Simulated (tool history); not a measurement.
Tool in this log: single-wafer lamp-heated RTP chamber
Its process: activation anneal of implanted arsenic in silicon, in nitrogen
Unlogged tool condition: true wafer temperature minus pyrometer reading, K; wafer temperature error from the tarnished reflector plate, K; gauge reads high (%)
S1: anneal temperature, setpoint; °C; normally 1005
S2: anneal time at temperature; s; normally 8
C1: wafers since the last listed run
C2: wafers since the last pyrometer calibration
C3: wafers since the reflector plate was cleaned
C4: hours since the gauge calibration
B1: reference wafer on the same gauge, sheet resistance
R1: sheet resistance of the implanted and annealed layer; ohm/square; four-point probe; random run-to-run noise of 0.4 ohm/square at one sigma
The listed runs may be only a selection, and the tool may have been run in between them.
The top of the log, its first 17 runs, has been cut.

run   hour    S1  S2   C1    C2    C3     C4      B1      R1
 18  197.8  1005   8  196  8086   861  177.7  150.11  129.96
     203.0  -- gauge calibrated
     207.2  -- pyrometer window cleaned and pyrometer calibrated
 19  215.7   983   8  124   107   986   12.7  150.11  144.11
 20  232.8   983   9  215   322  1202   29.8  150.26  141.90
 21  245.5  1005  12  159   482  1361   42.5  150.15  126.03
 22  254.7  1027   5  115   598  1477   51.7  150.21  130.07
 23  271.5   984  11  211   810  1689   68.5  150.31  138.50
 24  288.2  1023   4  210  1020  1899   85.2  149.86  134.33
 25  296.7  1005   8  107  1127  2006   93.7  149.80  133.32
 26  310.5  1005   5  173  1301  2180  107.5  149.84  139.41
 27  318.8  1005   8  104  1405  2285  115.8  149.83  132.79
 28  335.3  1005   8  207  1613  2493  132.3  149.78  132.21
 29  344.3  1014  11  113  1727  2606  141.3  149.97  123.56
 30  358.9   996   6  183  1911  2790  155.9  149.95  141.62
     367.8  -- gauge calibrated
 31  368.3  1005   8  118  2029  2908    0.5  149.92  133.13

Predict each of these 5 candidate next runs independently; none follows another, all start after run 31:
  A  368.7  1005   8   5  2034  2913  0.9   ?   ?
  B  368.7   995   5   5  2034  2913  0.9   ?   ?
  C  368.7   991  13   5  2034  2913  0.9   ?   ?
  D  368.7   991  12   5  2034  2913  0.9   ?   ?
  E  368.7   982  11   5  2034  2913  0.9   ?   ?

run      B1      R1
  A  149.87  132.14
  B  149.87  142.81
  C  149.87  131.86
  D  149.87  133.05
  E  149.87  138.86
Stripped of hidden state, with their random variation kept, the same runs would have yielded:
run      R1
  A  132.54
  B  143.16
  C  132.29
  D  133.48
  E  139.29
